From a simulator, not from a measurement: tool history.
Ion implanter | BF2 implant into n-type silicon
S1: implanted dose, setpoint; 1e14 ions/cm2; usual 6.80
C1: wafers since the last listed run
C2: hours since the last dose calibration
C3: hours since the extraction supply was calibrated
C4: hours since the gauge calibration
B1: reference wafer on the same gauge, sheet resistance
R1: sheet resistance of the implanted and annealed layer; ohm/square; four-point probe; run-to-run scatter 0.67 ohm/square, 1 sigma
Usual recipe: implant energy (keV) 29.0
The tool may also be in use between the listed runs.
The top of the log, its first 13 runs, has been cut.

Run 14, hour 759.7: usual settings; C1 888; C2 378.5; C3 2196.0; C4 1476.1; B1 215.10. Result: R1 190.99 ohm/square.
Run 15, hour 799.2: usual settings; C1 606; C2 418.0; C3 2235.5; C4 1515.6; B1 215.04. Result: R1 191.36 ohm/square.
Run 16, hour 828.5: usual settings but S1 7.74 1e14 ions/cm2, implant energy (keV) 35.5; C1 449; C2 447.3; C3 2264.8; C4 1544.9; B1 214.79. Result: R1 165.48 ohm/square.
Run 17, hour 873.1: usual settings; C1 684; C2 491.9; C3 2309.4; C4 1589.5; B1 215.08. Result: R1 190.53 ohm/square.
Run 18, hour 901.0: usual settings; C1 428; C2 519.8; C3 2337.3; C4 1617.4; B1 214.96. Result: R1 192.06 ohm/square.
Run 19, hour 940.5: usual settings but S1 8.34 1e14 ions/cm2, implant energy (keV) 24.5; C1 606; C2 559.3; C3 2376.8; C4 1656.9; B1 215.09. Result: R1 174.29 ohm/square.
Run 20, hour 994.9: usual settings but S1 7.31 1e14 ions/cm2, implant energy (keV) 36.0; C1 834; C2 613.7; C3 2431.2; C4 1711.3; B1 215.17. Result: R1 173.19 ohm/square.
Run 21, hour 1020.3: usual settings; C1 389; C2 639.1; C3 2456.6; C4 1736.7; B1 214.86. Result: R1 190.38 ohm/square.
Run 22, hour 1072.0: usual settings but S1 5.77 1e14 ions/cm2, implant energy (keV) 19.5; C1 793; C2 690.8; C3 2508.3; C4 1788.4; B1 214.92. Result: R1 232.67 ohm/square.
At hour 1128.5: extraction supply calibrated.
Run 23, hour 1129.0: usual settings; C1 751; C2 747.8; C3 0.5; C4 1845.4; B1 214.77. Result: R1 191.80 ohm/square.
Run 24, hour 1247.5: usual settings; C1 1818; C2 866.3; C3 119.0; C4 1963.9; B1 215.16. Result: R1 190.71 ohm/square.
Run 25, hour 1316.9: usual settings but S1 6.26 1e14 ions/cm2, implant energy (keV) 34.5; C1 1064; C2 935.7; C3 188.4; C4 2033.3; B1 214.81. Result: R1 198.50 ohm/square.
At hour 1325.9: Faraday cup replaced and dose calibrated.
Run 26, hour 1387.7: usual settings but S1 7.35 1e14 ions/cm2, implant energy (keV) 31.5; C1 963; C2 61.8; C3 259.2; C4 2104.1; B1 214.97. Result: R1 177.58 ohm/square.
Run 27, hour 1429.0: usual settings but S1 8.01 1e14 ions/cm2, implant energy (keV) 38.0; C1 633; C2 103.1; C3 300.5; C4 2145.4; B1 214.95. Result: R1 160.61 ohm/square.
Run 28, hour 1462.6: usual settings but S1 8.11 1e14 ions/cm2, implant energy (keV) 33.0; C1 515; C2 136.7; C3 334.1; C4 2179.0; B1 215.01. Result: R1 162.40 ohm/square.
At hour 1465.8: gauge calibrated.
Run 29, hour 1524.8: usual settings but S1 5.91 1e14 ions/cm2, implant energy (keV) 37.0; C1 954; C2 198.9; C3 396.3; C4 59.0; B1 215.05. Result: R1 205.87 ohm/square.
Run 30, hour 1550.7: usual settings but S1 8.45 1e14 ions/cm2, implant energy (keV) 26.0; C1 397; C2 224.8; C3 422.2; C4 84.9; B1 215.08. Result: R1 170.23 ohm/square.
Run 31, hour 1584.9: usual settings; C1 524; C2 259.0; C3 456.4; C4 119.1; B1 215.00. Result: R1 190.34 ohm/square.
Run 32, hour 1622.8: usual settings but S1 8.45 1e14 ions/cm2, implant energy (keV) 26.0; C1 581; C2 296.9; C3 494.3; C4 157.0; B1 214.94. Result: R1 168.56 ohm/square.
Run 33, hour 1688.0: usual settings but implant energy (keV) 33.5; C1 1000; C2 362.1; C3 559.5; C4 222.2; B1 214.96. Result: R1 185.08 ohm/square.
Run 34, hour 1856.2: usual settings but S1 5.77 1e14 ions/cm2, implant energy (keV) 37.0; C1 2580; C2 530.3; C3 727.7; C4 390.4; B1 215.14. Result: R1 209.44 ohm/square.
Run 35, hour 1910.8: usual settings but S1 4.79 1e14 ions/cm2, implant energy (keV) 34.0; C1 837; C2 584.9; C3 782.3; C4 445.0; B1 214.82. Result: R1 247.95 ohm/square.
Run 36, hour 1968.1: usual settings; C1 879; C2 642.2; C3 839.6; C4 502.3; B1 214.80. Result: R1 190.10 ohm/square.
Run 37, hour 2035.9: usual settings but S1 5.25 1e14 ions/cm2, implant energy (keV) 25.0; C1 1040; C2 710.0; C3 907.4; C4 570.1; B1 214.97. Result: R1 236.83 ohm/square.
Run 38, hour 2209.5: usual settings but S1 5.85 1e14 ions/cm2, implant energy (keV) 20.5; C1 2663; C2 883.6; C3 1081.0; C4 743.7; B1 215.09. Result: R1 229.23 ohm/square.

3 options for the next run, each taken on its own from the tool as it stands now. Forecast them:
Run A, hour 2209.9: usual settings but S1 6.02 1e14 ions/cm2; C1 6; C2 884.0; C3 1081.4; C4 744.1; B1 ?. Result: R1 ?.
Run B, hour 2209.9: usual settings but implant energy (keV) 37.0; C1 6; C2 884.0; C3 1081.4; C4 744.1; B1 ?. Result: R1 ?.
Run C, hour 2209.9: usual settings but S1 7.47 1e14 ions/cm2; C1 6; C2 884.0; C3 1081.4; C4 744.1; B1 ?. Result: R1 ?.

run      B1      R1
  A  215.07  209.99
  B  215.07  183.39
  C  215.07  178.89
Without the tool's unlogged condition, the same runs would have read:
run      R1
  A  209.99
  B  183.39
  C  178.89

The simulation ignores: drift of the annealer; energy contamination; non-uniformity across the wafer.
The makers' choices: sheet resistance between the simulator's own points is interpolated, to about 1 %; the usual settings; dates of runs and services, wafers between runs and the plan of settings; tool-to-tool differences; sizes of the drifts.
